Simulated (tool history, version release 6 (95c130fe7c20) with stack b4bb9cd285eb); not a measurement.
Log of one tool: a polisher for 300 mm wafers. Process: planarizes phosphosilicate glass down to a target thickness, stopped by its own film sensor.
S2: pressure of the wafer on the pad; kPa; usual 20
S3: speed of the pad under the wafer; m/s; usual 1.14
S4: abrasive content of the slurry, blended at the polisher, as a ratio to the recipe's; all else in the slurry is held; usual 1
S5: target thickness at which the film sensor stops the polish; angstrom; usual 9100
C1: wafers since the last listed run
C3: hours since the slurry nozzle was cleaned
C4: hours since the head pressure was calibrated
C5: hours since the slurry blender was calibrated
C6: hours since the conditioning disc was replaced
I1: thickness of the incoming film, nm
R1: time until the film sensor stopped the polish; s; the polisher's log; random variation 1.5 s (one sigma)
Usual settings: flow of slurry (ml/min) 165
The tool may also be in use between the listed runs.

{"run": 1, "day": 0.0, "flow of slurry (ml/min)": 165, "S2": 20, "S3": 1.14, "S4": 1, "S5": 9100, "C1": 0, "wafers polished on this pad": 1189, "C3": 395.4, "C4": 315.7, "C5": 107.4, "C6": 84, "I1": 1625, "R1": 87.3}
{"day": 0.271, "done": "worn pad replaced by a new one"}
{"run": 2, "day": 0.612, "flow of slurry (ml/min)": 165, "S2": 20, "S3": 1.14, "S4": 1, "S5": 9100, "C1": 131, "wafers polished on this pad": 100, "C3": 410.1, "C4": 330.4, "C5": 122.1, "C6": 98.7, "I1": 1579.7, "R1": 77.2}
{"run": 3, "day": 1.438, "flow of slurry (ml/min)": 165, "S2": 20, "S3": 1.14, "S4": 1, "S5": 9100, "C1": 242, "wafers polished on this pad": 343, "C3": 429.9, "C4": 350.2, "C5": 141.9, "C6": 118.5, "I1": 1610.7, "R1": 84.4}
{"run": 4, "day": 2.0, "flow of slurry (ml/min)": 120, "S2": 17.2, "S3": 1.14, "S4": 1, "S5": 9100, "C1": 165, "wafers polished on this pad": 508, "C3": 443.4, "C4": 363.7, "C5": 155.4, "C6": 132, "I1": 1610.4, "R1": 102.7}
{"run": 5, "day": 2.475, "flow of slurry (ml/min)": 120, "S2": 17.2, "S3": 1.14, "S4": 1, "S5": 9100, "C1": 139, "wafers polished on this pad": 648, "C3": 454.8, "C4": 375.1, "C5": 166.8, "C6": 143.4, "I1": 1605.9, "R1": 99.1}
{"run": 6, "day": 3.017, "flow of slurry (ml/min)": 120, "S2": 17.2, "S3": 1.14, "S4": 1, "S5": 9100, "C1": 159, "wafers polished on this pad": 807, "C3": 467.8, "C4": 388.1, "C5": 179.8, "C6": 156.4, "I1": 1575.8, "R1": 98.2}
{"day": 3.4, "done": "head pressure recalibrated"}
{"run": 7, "day": 3.421, "flow of slurry (ml/min)": 165, "S2": 20, "S3": 1.3, "S4": 1, "S5": 10450, "C1": 94, "wafers polished on this pad": 901, "C3": 477.5, "C4": 0.5, "C5": 189.5, "C6": 166.1, "I1": 1578, "R1": 60}
{"run": 8, "day": 3.633, "flow of slurry (ml/min)": 165, "S2": 20, "S3": 1.3, "S4": 1, "S5": 10450, "C1": 62, "wafers polished on this pad": 964, "C3": 482.6, "C4": 5.6, "C5": 194.6, "C6": 171.2, "I1": 1599.1, "R1": 62.4}
{"day": 4.233, "done": "slurry blender recalibrated"}
{"run": 9, "day": 4.267, "flow of slurry (ml/min)": 165, "S2": 20, "S3": 1.3, "S4": 1, "S5": 10450, "C1": 161, "wafers polished on this pad": 1125, "C3": 497.8, "C4": 20.8, "C5": 0.8, "C6": 186.4, "I1": 1635.6, "R1": 66.1}
{"run": 10, "day": 4.854, "flow of slurry (ml/min)": 165, "S2": 26.2, "S3": 1.14, "S4": 0.85, "S5": 9100, "C1": 172, "wafers polished on this pad": 1298, "C3": 511.9, "C4": 34.9, "C5": 14.9, "C6": 200.5, "I1": 1607.2, "R1": 73.5}
{"day": 5.296, "done": "conditioning disc replaced and pad reconditioned"}
{"day": 5.567, "done": "worn pad replaced by a new one, of another model than before"}
{"run": 11, "day": 6.371, "flow of slurry (ml/min)": 165, "S2": 20, "S3": 1.3, "S4": 1, "S5": 10450, "C1": 372, "wafers polished on this pad": 236, "C3": 548.3, "C4": 71.3, "C5": 51.3, "C6": 25.8, "I1": 1608.5, "R1": 61.4}
{"run": 12, "day": 7.083, "flow of slurry (ml/min)": 165, "S2": 22.8, "S3": 1.14, "S4": 1.25, "S5": 9100, "C1": 209, "wafers polished on this pad": 445, "C3": 565.4, "C4": 88.4, "C5": 68.4, "C6": 42.9, "I1": 1604.1, "R1": 68.7}
{"day": 7.738, "done": "slurry nozzle cleaned"}
{"run": 13, "day": 8.188, "flow of slurry (ml/min)": 190, "S2": 20, "S3": 1.14, "S4": 1, "S5": 9100, "C1": 312, "wafers polished on this pad": 757, "C3": 10.8, "C4": 114.9, "C5": 94.9, "C6": 69.4, "I1": 1606.1, "R1": 82.5}
{"run": 14, "day": 8.496, "flow of slurry (ml/min)": 220, "S2": 20, "S3": 1.42, "S4": 1.1, "S5": 7760, "C1": 90, "wafers polished on this pad": 848, "C3": 18.2, "C4": 122.3, "C5": 102.3, "C6": 76.8, "I1": 1602.9, "R1": 81.3}
{"run": 15, "day": 9.117, "flow of slurry (ml/min)": 165, "S2": 20, "S3": 1.34, "S4": 1, "S5": 11030, "C1": 182, "wafers polished on this pad": 1031, "C3": 33.1, "C4": 137.2, "C5": 117.2, "C6": 91.7, "I1": 1587.6, "R1": 54.4}
{"run": 16, "day": 9.454, "flow of slurry (ml/min)": 165, "S2": 20, "S3": 1.14, "S4": 1, "S5": 9100, "C1": 99, "wafers polished on this pad": 1130, "C3": 41.2, "C4": 145.3, "C5": 125.3, "C6": 99.8, "I1": 1584.8, "R1": 83.4}
{"day": 9.825, "done": "worn pad replaced by a new one"}
{"run": 17, "day": 9.846, "flow of slurry (ml/min)": 165, "S2": 20, "S3": 1.14, "S4": 1, "S5": 9100, "C1": 66, "wafers polished on this pad": 5, "C3": 50.6, "C4": 154.7, "C5": 134.7, "C6": 109.2, "I1": 1593.9, "R1": 78.8}
{"run": 18, "day": 10.433, "flow of slurry (ml/min)": 165, "S2": 20, "S3": 1.14, "S4": 1, "S5": 9100, "C1": 172, "wafers polished on this pad": 178, "C3": 64.7, "C4": 168.8, "C5": 148.8, "C6": 123.3, "I1": 1611.8, "R1": 82.1}
{"run": 19, "day": 11.071, "flow of slurry (ml/min)": 120, "S2": 17.2, "S3": 1.14, "S4": 1, "S5": 9100, "C1": 187, "wafers polished on this pad": 365, "C3": 80, "C4": 184.1, "C5": 164.1, "C6": 138.6, "I1": 1599.5, "R1": 97.2}
{"run": 20, "day": 12.196, "flow of slurry (ml/min)": 165, "S2": 20, "S3": 0.98, "S4": 1, "S5": 9100, "C1": 330, "wafers polished on this pad": 696, "C3": 107, "C4": 211.1, "C5": 191.1, "C6": 165.6, "I1": 1569, "R1": 88.1}
{"run": 21, "day": 12.617, "flow of slurry (ml/min)": 145, "S2": 14.5, "S3": 0.78, "S4": 1, "S5": 10680, "C1": 123, "wafers polished on this pad": 820, "C3": 117.1, "C4": 221.2, "C5": 201.2, "C6": 175.7, "I1": 1589.4, "R1": 98.5}
{"day": 12.796, "done": "conditioning disc replaced and pad reconditioned"}
{"run": 22, "day": 13.092, "flow of slurry (ml/min)": 130, "S2": 22.8, "S3": 1.14, "S4": 0.8, "S5": 7570, "C1": 115, "wafers polished on this pad": 935, "C3": 128.5, "C4": 232.6, "C5": 212.6, "C6": 7.1, "I1": 1594.6, "R1": 110}
{"run": 23, "day": 13.483, "flow of slurry (ml/min)": 165, "S2": 20, "S3": 1.14, "S4": 1, "S5": 9100, "C1": 115, "wafers polished on this pad": 1050, "C3": 137.9, "C4": 242, "C5": 222, "C6": 16.5, "I1": 1588.4, "R1": 86.9}
{"day": 13.775, "done": "worn pad replaced by a new one"}
{"run": 24, "day": 13.95, "flow of slurry (ml/min)": 165, "S2": 15.2, "S3": 0.92, "S4": 1.15, "S5": 9100, "C1": 88, "wafers polished on this pad": 51, "C3": 149.1, "C4": 253.2, "C5": 233.2, "C6": 27.7, "I1": 1615.7, "R1": 103.5}

Hidden state or all else? Some run-to-run changes of R1, split into what the settings, what came in and random variation would give without the hidden state, and what is left for the hidden state (with any gauge scatter that isn't in both results):
The hidden state here: removal rate lost through wear of the pad, %; slurry flow missing at the pad, %; deviation of the head's pressure from its setpoint, %; abrasive missing from the slurry, %; time polished since the conditioner stopped cutting, s.
Run 1 -> 2: worn pad replaced by a new one. R1 -10.1 s: hidden state -4.7, all else -5.4.
Run 6 -> 7: flow of slurry (ml/min) 120 -> 165, S2 17.2 -> 20, S3 1.14 -> 1.3, S5 9100 -> 10450, head pressure recalibrated. R1 -38.2 s: hidden state -1.7, all else -36.5.
Run 15 -> 16: S3 1.34 -> 1.14, S5 11030 -> 9100. R1 +29 s: hidden state +2.5, all else +26.5.
Run 16 -> 17: worn pad replaced by a new one. R1 -4.6 s: hidden state -6.2, all else +1.6.
